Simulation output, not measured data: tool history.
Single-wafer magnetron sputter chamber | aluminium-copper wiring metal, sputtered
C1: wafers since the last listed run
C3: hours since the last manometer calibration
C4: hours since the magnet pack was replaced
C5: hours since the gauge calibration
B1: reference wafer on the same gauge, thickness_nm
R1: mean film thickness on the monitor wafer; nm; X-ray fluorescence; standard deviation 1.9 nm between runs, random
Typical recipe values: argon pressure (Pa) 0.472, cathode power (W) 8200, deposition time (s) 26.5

{"run": 1, "hour": 0.0, "argon pressure (Pa)": 0.404, "cathode power (W)": 8200, "deposition time (s)": 22.5, "C1": 0, "wafers on the sputter target": 2330, "C3": 1060.5, "C4": 8142.9, "C5": 1055.9, "B1": 413.388, "R1": 346.701}
{"hour": 38.4, "done": "capacitance manometer re-zeroed and calibrated"}
{"run": 2, "hour": 53.4, "argon pressure (Pa)": 0.404, "cathode power (W)": 8200, "deposition time (s)": 22.5, "C1": 1340, "wafers on the sputter target": 3670, "C3": 15, "C4": 8196.3, "C5": 1109.3, "B1": 413.543, "R1": 358.245}
{"run": 3, "hour": 160.7, "argon pressure (Pa)": 0.404, "cathode power (W)": 8200, "deposition time (s)": 22.5, "C1": 3167, "wafers on the sputter target": 6838, "C3": 122.3, "C4": 8303.6, "C5": 1216.6, "B1": 413.34, "R1": 359.11}
{"hour": 244.3, "done": "sputter target and shields replaced"}
{"run": 4, "hour": 262.0, "argon pressure (Pa)": 0.523, "cathode power (W)": 8200, "deposition time (s)": 26.5, "C1": 2754, "wafers on the sputter target": 523, "C3": 223.6, "C4": 8404.9, "C5": 1317.9, "B1": 414.242, "R1": 392.178}
{"run": 5, "hour": 317.9, "argon pressure (Pa)": 0.472, "cathode power (W)": 8200, "deposition time (s)": 26.5, "C1": 1650, "wafers on the sputter target": 2173, "C3": 279.5, "C4": 8460.8, "C5": 1373.8, "B1": 414.07, "R1": 398.549}
{"run": 6, "hour": 364.8, "argon pressure (Pa)": 0.472, "cathode power (W)": 8200, "deposition time (s)": 26.5, "C1": 1384, "wafers on the sputter target": 3558, "C3": 326.4, "C4": 8507.7, "C5": 1420.7, "B1": 414.121, "R1": 400.583}
{"run": 7, "hour": 429.2, "argon pressure (Pa)": 0.472, "cathode power (W)": 8200, "deposition time (s)": 26.5, "C1": 1900, "wafers on the sputter target": 5459, "C3": 390.8, "C4": 8572.1, "C5": 1485.1, "B1": 413.374, "R1": 401.499}
{"run": 8, "hour": 532.4, "argon pressure (Pa)": 0.472, "cathode power (W)": 8200, "deposition time (s)": 25.1, "C1": 3046, "wafers on the sputter target": 8505, "C3": 494, "C4": 8675.3, "C5": 1588.3, "B1": 414.102, "R1": 377.751}
{"hour": 548.9, "done": "sputter target and shields replaced"}
{"run": 9, "hour": 636.3, "argon pressure (Pa)": 0.472, "cathode power (W)": 8200, "deposition time (s)": 26.5, "C1": 2830, "wafers on the sputter target": 2578, "C3": 597.9, "C4": 8779.2, "C5": 1692.2, "B1": 413.806, "R1": 401.645}
{"hour": 665.5, "done": "magnet pack replaced"}
{"hour": 675.9, "done": "gauge calibrated"}
{"run": 10, "hour": 738.4, "argon pressure (Pa)": 0.472, "cathode power (W)": 8200, "deposition time (s)": 26.5, "C1": 2777, "wafers on the sputter target": 5356, "C3": 700, "C4": 72.9, "C5": 62.5, "B1": 414.683, "R1": 396.397}
{"run": 11, "hour": 837.7, "argon pressure (Pa)": 0.658, "cathode power (W)": 8200, "deposition time (s)": 28.2, "C1": 2931, "wafers on the sputter target": 8287, "C3": 799.3, "C4": 172.2, "C5": 161.8, "B1": 414.404, "R1": 377.417}
{"hour": 877.6, "done": "sputter target and shields replaced"}
{"run": 12, "hour": 886.3, "argon pressure (Pa)": 0.472, "cathode power (W)": 8200, "deposition time (s)": 26.5, "C1": 1198, "wafers on the sputter target": 256, "C3": 847.9, "C4": 220.8, "C5": 210.4, "B1": 412.957, "R1": 396.871}
{"run": 13, "hour": 966.7, "argon pressure (Pa)": 0.634, "cathode power (W)": 9900, "deposition time (s)": 31.6, "C1": 2373, "wafers on the sputter target": 2629, "C3": 928.3, "C4": 301.2, "C5": 290.8, "B1": 413.763, "R1": 480.416}
{"run": 14, "hour": 1052.7, "argon pressure (Pa)": 0.472, "cathode power (W)": 8200, "deposition time (s)": 26.5, "C1": 2538, "wafers on the sputter target": 5168, "C3": 1014.3, "C4": 387.2, "C5": 376.8, "B1": 413.082, "R1": 394.147}
{"run": 15, "hour": 1140.8, "argon pressure (Pa)": 0.58, "cathode power (W)": 10100, "deposition time (s)": 22.3, "C1": 2600, "wafers on the sputter target": 7769, "C3": 1102.4, "C4": 475.3, "C5": 464.9, "B1": 414.067, "R1": 352.846}
{"hour": 1199.7, "done": "sputter target and shields replaced"}
{"hour": 1225.2, "done": "capacitance manometer re-zeroed and calibrated"}
{"run": 16, "hour": 1233.6, "argon pressure (Pa)": 0.613, "cathode power (W)": 7150, "deposition time (s)": 26.5, "C1": 2266, "wafers on the sputter target": 764, "C3": 8.4, "C4": 568.1, "C5": 557.7, "B1": 414.914, "R1": 343.029}
{"run": 17, "hour": 1313.0, "argon pressure (Pa)": 0.472, "cathode power (W)": 8200, "deposition time (s)": 26.5, "C1": 2343, "wafers on the sputter target": 3108, "C3": 87.8, "C4": 647.5, "C5": 637.1, "B1": 412.917, "R1": 407.836}
{"run": 18, "hour": 1379.2, "argon pressure (Pa)": 0.292, "cathode power (W)": 8950, "deposition time (s)": 26.5, "C1": 1954, "wafers on the sputter target": 5062, "C3": 154, "C4": 713.7, "C5": 703.3, "B1": 414.623, "R1": 477.693}
{"hour": 1509.8, "done": "sputter target and shields replaced"}
{"run": 19, "hour": 1526.7, "argon pressure (Pa)": 0.472, "cathode power (W)": 9450, "deposition time (s)": 23.6, "C1": 4117, "wafers on the sputter target": 498, "C3": 301.5, "C4": 861.2, "C5": 850.8, "B1": 414.117, "R1": 392.041}
{"run": 20, "hour": 1606.4, "argon pressure (Pa)": 0.579, "cathode power (W)": 7550, "deposition time (s)": 28.9, "C1": 2352, "wafers on the sputter target": 2850, "C3": 381.2, "C4": 940.9, "C5": 930.5, "B1": 413.739, "R1": 391.796}

Forecast each of these 3 alternatives for the next run:
{"run": "A", "hour": 1606.8, "argon pressure (Pa)": 0.602, "cathode power (W)": 8200, "deposition time (s)": 26.5, "C1": 11, "wafers on the sputter target": 2862, "C3": 381.6, "C4": 941.3, "C5": 930.9, "B1": "?", "R1": "?"}
{"run": "B", "hour": 1606.8, "argon pressure (Pa)": 0.375, "cathode power (W)": 6650, "deposition time (s)": 26.5, "C1": 11, "wafers on the sputter target": 2862, "C3": 381.6, "C4": 941.3, "C5": 930.9, "B1": "?", "R1": "?"}
{"run": "C", "hour": 1606.8, "argon pressure (Pa)": 0.472, "cathode power (W)": 6200, "deposition time (s)": 26.5, "C1": 11, "wafers on the sputter target": 2862, "C3": 381.6, "C4": 941.3, "C5": 930.9, "B1": "?", "R1": "?"}

run=A B1=414.67 R1=372.112
run=B B1=414.67 R1=375.417
run=C B1=414.67 R1=340.766
With the hidden condition removed and each run's random variation left untouched, the same runs would have given:
run=A R1=376.9
run=B R1=378.433
run=C R1=344.229
